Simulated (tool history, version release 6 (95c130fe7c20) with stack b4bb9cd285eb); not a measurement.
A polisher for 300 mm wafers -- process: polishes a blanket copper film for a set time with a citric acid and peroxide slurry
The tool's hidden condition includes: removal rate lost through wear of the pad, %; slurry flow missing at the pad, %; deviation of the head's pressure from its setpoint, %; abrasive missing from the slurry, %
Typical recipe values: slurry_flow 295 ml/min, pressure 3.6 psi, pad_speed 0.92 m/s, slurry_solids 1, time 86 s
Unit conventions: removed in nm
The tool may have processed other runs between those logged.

run	hour	slurry_flow	pressure	pad_speed	slurry_solids	time	wafers since the last listed run	wafers polished on this pad	hours since the slurry nozzle was cleaned	hours since the head pressure was calibrated	hours since the slurry blender was calibrated	incoming thickness of the incoming film, nm	removed
1	0	270	3.6	0.92	1	86	0	563	327	662.9	55.6	1079.5	178
2	32.5	295	3.6	0.92	1	86	214	778	359.5	695.4	88.1	1069.9	179.8
3	84	295	3.6	0.92	1	86	340	1118	411	746.9	139.6	1056	181.2
4	108.7	295	3.6	0.92	1	86	163	1281	435.7	771.6	164.3	1070.6	185.7
5	137.7	295	3.6	0.92	1	86	191	1473	464.7	800.6	193.3	1075.6	184.8
# hour 153.2: worn pad replaced by a new one
6	153.7	295	3.6	0.92	1	86	79	3	480.7	816.6	209.3	1072.7	182.8
7	182.8	295	3.6	0.92	1	86	192	195	509.8	845.7	238.4	1069.1	182.9
# hour 192: slurry blender recalibrated
8	259.4	295	3.6	0.92	1	86	493	688	586.4	922.3	67.4	1068.3	180.5
9	273.7	295	3.6	0.92	1	86	94	783	600.7	936.6	81.7	1083.4	176.4
10	293.7	295	3.1	0.92	1	86	132	915	620.7	956.6	101.7	1049.9	163.8
11	325.9	295	3.6	0.92	1.3	86	212	1128	652.9	988.8	133.9	1074.8	191.2
# hour 341.8: worn pad replaced by a new one
# hour 342.6: slurry nozzle cleaned
12	343.1	295	3.6	0.92	1.25	86	82	3	0.5	1006	151.1	1072.4	175.4
13	375.3	295	2.5	0.92	1.15	86	212	216	32.7	1038.2	183.3	1060.7	130.1
# hour 381.3: slurry blender recalibrated
14	398.8	265	3.6	0.92	1	86	142	358	56.2	1061.7	17.5	1076	163.6
15	421.3	295	4	0.92	1	86	148	507	78.7	1084.2	40	1059.1	183.4
16	443.8	295	2.3	0.72	1	86	148	655	101.2	1106.7	62.5	1069.1	92.9
17	470.1	295	3.6	0.66	0.9	86	173	829	127.5	1133	88.8	1071.5	118.8
# hour 479.8: head pressure recalibrated
18	492.2	190	3.6	0.92	1	86	132	962	149.6	12.4	110.9	1092.1	149.4
19	527.4	295	3.6	0.66	0.7	86	232	1195	184.8	47.6	146.1	1062.3	113.1
# hour 541.5: worn pad replaced by a new one
20	559.9	295	3.6	0.92	1	86	188	121	217.3	80.1	178.6	1074.3	169.4
21	586.3	295	3.6	0.92	1	86	174	296	243.7	106.5	205	1082.6	163.3
# hour 592.4: slurry nozzle cleaned, repeated, since the last time left the tool worse
22	614.4	295	4.2	1.14	1	86	179	475	22	134.6	233.1	1068.1	255.2
# hour 625.7: slurry blender recalibrated
23	646.3	295	3.3	1.2	1	110	197	672	53.9	166.5	20.6	1061.2	291.8
24	677.3	295	3.6	0.92	0.85	86	204	877	84.9	197.5	51.6	1058.2	177.7
25	700.8	295	3.3	1.2	1	86	155	1033	108.4	221	75.1	1048.1	225.2
26	729.4	325	4.7	0.92	1	109	189	1222	137	249.6	103.7	1075.2	294.6
# hour 736.6: worn pad replaced by a new one
27	742.2	240	3.6	0.92	1	106	58	37	149.8	262.4	116.5	1084.5	224.9
28	773.2	265	2.7	1.02	1	86	204	241	180.8	293.4	147.5	1067.5	158.6
29	800.1	295	3.6	0.74	1	86	177	419	207.7	320.3	174.4	1067.4	149.8

Entry by entry between the runs, the difference in hidden state between the last listed run before and the first listed run after:
Between runs 5 and 6: worn pad replaced by a new one (hour 153.2)
  slurry flow missing at the pad, %: 15 -> 16
  what was measured, less what the result would be without the hidden state, removed: -3.4 -> -3.7 nm
Between runs 7 and 8: slurry blender recalibrated (hour 192)
  slurry flow missing at the pad, %: 17.9 -> 23.2
  what was measured, less what the result would be without the hidden state, removed: -4.2 -> -5.7 nm
Between runs 11 and 12: worn pad replaced by a new one (hour 341.8); slurry nozzle cleaned (hour 342.6)
  slurry flow missing at the pad, %: 28.5 -> 48.2
  what was measured, less what the result would be without the hidden state, removed: -8.2 -> -18.8 nm
Between runs 13 and 14: slurry blender recalibrated (hour 381.3)
  slurry flow missing at the pad, %: 48.2 -> 48.4
  what was measured, less what the result would be without the hidden state, removed: -13.9 -> -19.9 nm
Between runs 17 and 18: head pressure recalibrated (hour 479.8)
  slurry flow missing at the pad, %: 49.2 -> 49.6
  what was measured, less what the result would be without the hidden state, removed: -13.3 -> -27.7 nm
Between runs 19 and 20: worn pad replaced by a new one (hour 541.5)
  slurry flow missing at the pad, %: 50.4 -> 51.2
  what was measured, less what the result would be without the hidden state, removed: -13.3 -> -20.8 nm
Between runs 21 and 22: slurry nozzle cleaned, repeated, since the last time left the tool worse (hour 592.4)
  slurry flow missing at the pad, %: 52 -> 1.17
  what was measured, less what the result would be without the hidden state, removed: -20.8 -> -0.3 nm
Between runs 22 and 23: slurry blender recalibrated (hour 625.7)
  slurry flow missing at the pad, %: 1.17 -> 1.33
  what was measured, less what the result would be without the hidden state, removed: -0.3 -> -0.4 nm
Between runs 26 and 27: worn pad replaced by a new one (hour 736.6)
  slurry flow missing at the pad, %: 2.34 -> 2.58
  what was measured, less what the result would be without the hidden state, removed: -0.7 -> -0.8 nm

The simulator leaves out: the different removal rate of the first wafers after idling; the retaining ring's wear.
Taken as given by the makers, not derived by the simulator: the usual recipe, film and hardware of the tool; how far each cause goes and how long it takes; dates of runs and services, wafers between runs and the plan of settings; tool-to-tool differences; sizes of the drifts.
